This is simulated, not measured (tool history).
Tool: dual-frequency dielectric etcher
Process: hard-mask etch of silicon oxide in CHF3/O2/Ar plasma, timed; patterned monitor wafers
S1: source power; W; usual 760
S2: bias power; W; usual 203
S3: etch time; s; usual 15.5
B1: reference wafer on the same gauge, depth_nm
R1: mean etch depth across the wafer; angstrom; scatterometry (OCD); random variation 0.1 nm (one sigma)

run   hour   S1   S2    S3     B1     R1
  1    0.0  760  165  15.5  30.89  353.9
      30.0  -- wet clean of the chamber
  2   30.5  760  203  16.5  30.86  394.3
  3   57.3  760  203  16.5  30.81  393.3
  4   87.2  760  229  15.5  30.80  381.4
  5  119.9  760  229  15.5  30.73  380.9
  6  155.1  760  229  15.5  30.72  380.4
  7  190.4  760  203  15.5  30.68  371.6
  8  214.5  760  203  15.5  30.68  369.1
  9  244.6  760  189  15.5  30.64  360.8
 10  296.4  760  189  15.5  30.65  361.0
 11  327.3  760  189  15.5  30.63  361.4
     360.8  -- wet clean of the chamber
 12  361.3  760  203  15.5  30.64  369.4
 13  369.2  760  238  15.5  30.65  384.9
 14  441.2  760  238  15.5  30.61  384.8
 15  476.7  760  203  15.5  30.62  368.3
 16  494.1  940  203  15.5  30.57  388.0
 17  507.6  930  231  17.0  30.59  439.2
 18  540.2  630  203  12.0  30.58  272.7
 19  565.5  760  182  15.5  30.56  357.3
     595.2  -- bias power generator calibrated
     601.8  -- upper electrode replaced
 20  602.3  760  240  12.0  30.56  298.2
 21  603.0  940  203  15.5  30.55  385.0
 22  625.6  760  231  15.5  30.55  381.8
     637.6  -- gauge calibrated
 23  674.7  760  203  11.5  30.95  276.0
     690.7  -- source power generator calibrated
 24  691.0  760  203  15.5  30.91  371.4
     787.9  -- wet clean of the chamber
 25  788.4  920  251  17.0  30.82  451.4
 26  797.4  870  203  15.5  30.80  383.1
 27  814.3  760  203  15.5  30.77  370.1
 28  843.9  940  184  17.0  30.78  415.9
 29  945.5  760  244  19.0  30.71  476.2

What the log doesn't show, run by run:
etch rate over this chamber's usual, %: 0 in every run
source power that arrives over what is set, %: 0 in every run
bias power that arrives over what is set, %: 0 in every run
H1: gauge reads high (%)
run      H1
  1   -0.38
  2  -0.506
  3  -0.605
  4  -0.704
  5  -0.799
  6   -0.89
  7  -0.968
  8   -1.02
  9   -1.07
 10   -1.15
 11   -1.19
 12   -1.23
 13   -1.24
 14    -1.3
 15   -1.33
 16   -1.34
 17   -1.35
 18   -1.37
 19   -1.38
 20    -1.4
 21    -1.4
 22   -1.41
 23  -0.161
 24  -0.241
 25  -0.625
 26  -0.654
 27  -0.705
 28  -0.787
 29   -1.01
